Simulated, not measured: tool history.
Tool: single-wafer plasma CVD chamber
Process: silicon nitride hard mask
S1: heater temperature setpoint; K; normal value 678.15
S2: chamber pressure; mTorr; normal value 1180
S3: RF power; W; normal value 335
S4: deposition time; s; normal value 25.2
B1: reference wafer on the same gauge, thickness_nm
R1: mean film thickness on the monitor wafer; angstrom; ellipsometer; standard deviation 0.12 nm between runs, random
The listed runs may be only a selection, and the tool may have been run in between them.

| run | day | S1 | S2 | S3 | S4 | B1 | R1 |
|---|---|---|---|---|---|---|---|
| 1 | 0.000 | 678.15 | 1180 | 335 | 25.2 | 24.584 | 245.51 |
| 2 | 0.542 | 678.15 | 1180 | 335 | 25.2 | 24.552 | 244.21 |
| 3 | 1.629 | 668.15 | 1090 | 335 | 25.2 | 24.584 | 242.28 |
| 4 | 3.096 | 678.15 | 1180 | 335 | 25.2 | 24.576 | 244.90 |
| 5 | 3.904 | 678.15 | 1180 | 335 | 25.2 | 24.564 | 245.06 |
| 6 | 4.646 | 686.15 | 1430 | 335 | 23.6 | 24.606 | 240.15 |
|  | 5.167 | showerhead replaced |
| 7 | 6.083 | 670.15 | 950 | 300 | 29.4 | 24.586 | 255.86 |
| 8 | 6.642 | 678.15 | 1050 | 400 | 25.2 | 24.591 | 256.83 |
| 9 | 7.383 | 678.15 | 1450 | 335 | 25.2 | 24.585 | 256.32 |
| 10 | 8.162 | 684.15 | 1180 | 335 | 25.2 | 24.570 | 243.57 |
|  | 8.796 | gauge calibrated |
| 11 | 9.612 | 690.15 | 950 | 360 | 25.2 | 24.645 | 238.46 |
| 12 | 10.950 | 678.15 | 1180 | 335 | 25.2 | 24.579 | 244.07 |
| 13 | 12.038 | 692.15 | 1180 | 390 | 20.6 | 24.636 | 213.63 |
| 14 | 13.262 | 678.15 | 1180 | 335 | 25.2 | 24.613 | 240.36 |
|  | 13.896 | capacitance manometer re-zeroed and calibrated |
| 15 | 14.383 | 689.15 | 930 | 270 | 20.8 | 24.600 | 170.91 |
| 16 | 16.258 | 678.15 | 1180 | 335 | 25.2 | 24.619 | 241.79 |

Expected results for the next run?
| 17 | 17.283 | 683.15 | 1180 | 335 | 20.4 | ? | ? |

Run 17 measured B1 24.580, R1 196.80 angstrom.
On a tool with no hidden condition, and with the same random variation, this run would have come out at R1 201.31 angstrom.
